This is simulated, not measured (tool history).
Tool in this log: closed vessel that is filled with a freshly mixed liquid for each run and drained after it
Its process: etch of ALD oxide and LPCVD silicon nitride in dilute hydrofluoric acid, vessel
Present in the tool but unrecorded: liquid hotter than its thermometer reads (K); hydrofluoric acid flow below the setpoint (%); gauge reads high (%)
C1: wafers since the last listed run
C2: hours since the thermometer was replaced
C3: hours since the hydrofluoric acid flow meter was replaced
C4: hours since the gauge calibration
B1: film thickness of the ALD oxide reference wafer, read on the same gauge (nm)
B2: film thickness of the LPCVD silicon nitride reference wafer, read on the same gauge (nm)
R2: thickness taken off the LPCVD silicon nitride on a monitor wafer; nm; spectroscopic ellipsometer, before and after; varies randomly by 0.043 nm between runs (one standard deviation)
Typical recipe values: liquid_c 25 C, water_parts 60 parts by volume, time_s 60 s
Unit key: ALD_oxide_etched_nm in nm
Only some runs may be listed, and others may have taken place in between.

Run 1, hour 0: usual settings but water_parts 50 parts by volume; C1 0; C2 614; C3 1285.8; C4 285.4; B1 49.99; B2 70.01. Result: ALD_oxide_etched_nm 17.58 nm, R2 0.743 nm.
Run 2, hour 35.6: usual settings; C1 2303; C2 649.6; C3 1321.4; C4 321; B1 50; B2 69.99. Result: ALD_oxide_etched_nm 14.51 nm, R2 0.513 nm.
Run 3, hour 86.7: usual settings; C1 3307; C2 700.7; C3 1372.5; C4 372.1; B1 50.01; B2 69.958. Result: ALD_oxide_etched_nm 14.56 nm, R2 0.582 nm.
Run 4, hour 136.3: usual settings; C1 3209; C2 750.3; C3 1422.1; C4 421.7; B1 50.01; B2 69.97. Result: ALD_oxide_etched_nm 14.41 nm, R2 0.562 nm.
Run 5, hour 262.4: usual settings; C1 8160; C2 876.4; C3 1548.2; C4 547.8; B1 49.98; B2 70.042. Result: ALD_oxide_etched_nm 14.37 nm, R2 0.608 nm.
Run 6, hour 327.4: usual settings; C1 4206; C2 941.4; C3 1613.2; C4 612.8; B1 50; B2 70.012. Result: ALD_oxide_etched_nm 14.32 nm, R2 0.609 nm.
Run 7, hour 383.5: usual settings; C1 3630; C2 997.5; C3 1669.3; C4 668.9; B1 50.01; B2 69.962. Result: ALD_oxide_etched_nm 14.41 nm, R2 0.588 nm.
Run 8, hour 419.9: usual settings but water_parts 70 parts by volume; C1 2355; C2 1033.9; C3 1705.7; C4 705.3; B1 50; B2 70.004. Result: ALD_oxide_etched_nm 12.1 nm, R2 0.483 nm.
Run 9, hour 491.9: usual settings but liquid_c 22 C; C1 4659; C2 1105.9; C3 1777.7; C4 777.3; B1 50.03; B2 69.975. Result: ALD_oxide_etched_nm 12.71 nm, R2 0.444 nm.
Run 10, hour 554.2: usual settings but liquid_c 22 C; C1 4031; C2 1168.2; C3 1840; C4 839.6; B1 50.01; B2 70.032. Result: ALD_oxide_etched_nm 12.59 nm, R2 0.438 nm.
Run 11, hour 587.6: usual settings but time_s 30 s; C1 2161; C2 1201.6; C3 1873.4; C4 873; B1 50; B2 69.994. Result: ALD_oxide_etched_nm 7.12 nm, R2 0.285 nm.
Run 12, hour 635.6: usual settings; C1 3106; C2 1249.6; C3 1921.4; C4 921; B1 50.01; B2 70.031. Result: ALD_oxide_etched_nm 14.31 nm, R2 0.6 nm.
Run 13, hour 670: usual settings but time_s 40 s; C1 2226; C2 1284; C3 1955.8; C4 955.4; B1 50; B2 70.032. Result: ALD_oxide_etched_nm 9.47 nm, R2 0.391 nm.
At hour 733.8: gauge calibrated.
At hour 785.5: thermometer replaced.
At hour 871.9: hydrofluoric acid flow meter replaced.
Run 14, hour 882.6: usual settings; C1 13629; C2 97.1; C3 10.7; C4 148.8; B1 50; B2 69.979. Result: ALD_oxide_etched_nm 15.01 nm, R2 0.62 nm.
Run 15, hour 924.9: usual settings but liquid_c 23.5 C, water_parts 40 parts by volume, time_s 75 s; C1 2737; C2 139.4; C3 53; C4 191.1; B1 50; B2 70.032. Result: ALD_oxide_etched_nm 26.98 nm, R2 0.871 nm.
Run 16, hour 949.7: usual settings but liquid_c 22 C, water_parts 70 parts by volume, time_s 80 s; C1 1604; C2 164.2; C3 77.8; C4 215.9; B1 50; B2 69.938. Result: ALD_oxide_etched_nm 14.87 nm, R2 0.474 nm.
Run 17, hour 984.2: usual settings but water_parts 85 parts by volume; C1 2232; C2 198.7; C3 112.3; C4 250.4; B1 49.99; B2 69.97. Result: ALD_oxide_etched_nm 10.21 nm, R2 0.424 nm.
Run 18, hour 1010.7: usual settings but time_s 75 s; C1 1714; C2 225.2; C3 138.8; C4 276.9; B1 50; B2 69.973. Result: ALD_oxide_etched_nm 18.5 nm, R2 0.751 nm.
Run 19, hour 1055.5: usual settings but water_parts 50 parts by volume, time_s 70 s; C1 2899; C2 270; C3 183.6; C4 321.7; B1 50.01; B2 70.012. Result: ALD_oxide_etched_nm 21.09 nm, R2 0.814 nm.
Run 20, hour 1089.9: usual settings; C1 2226; C2 304.4; C3 218; C4 356.1; B1 49.99; B2 70.008. Result: ALD_oxide_etched_nm 14.89 nm, R2 0.612 nm.
Run 21, hour 1161.2: usual settings but liquid_c 27.5 C, water_parts 35 parts by volume; C1 4614; C2 375.7; C3 289.3; C4 427.4; B1 50; B2 69.98. Result: ALD_oxide_etched_nm 29.15 nm, R2 1.08 nm.

A few steps of ALD_oxide_etched_nm between consecutive runs. Split each: what settings, incoming material and random variation would produce without the hidden state, and what is left over for the hidden state, along with gauge scatter present in only one of the two compared results (measured, and without hidden state):
Run 11 -> 12: time_s 30 -> 60. ALD_oxide_etched_nm +7.19 nm: hidden state -0.4, all else +7.59.
Run 13 -> 14: time_s 40 -> 60, gauge calibrated, thermometer replaced, hydrofluoric acid flow meter replaced. ALD_oxide_etched_nm +5.54 nm: hidden state +0.5, all else +5.04.
Run 15 -> 16: liquid_c 23.5 -> 22, water_parts 40 -> 70, time_s 75 -> 80. ALD_oxide_etched_nm -12.11 nm: hidden state +0.02, all else -12.13.
Run 20 -> 21: liquid_c 25 -> 27.5, water_parts 60 -> 35. ALD_oxide_etched_nm +14.26 nm: hidden state -0.13, all else +14.39.
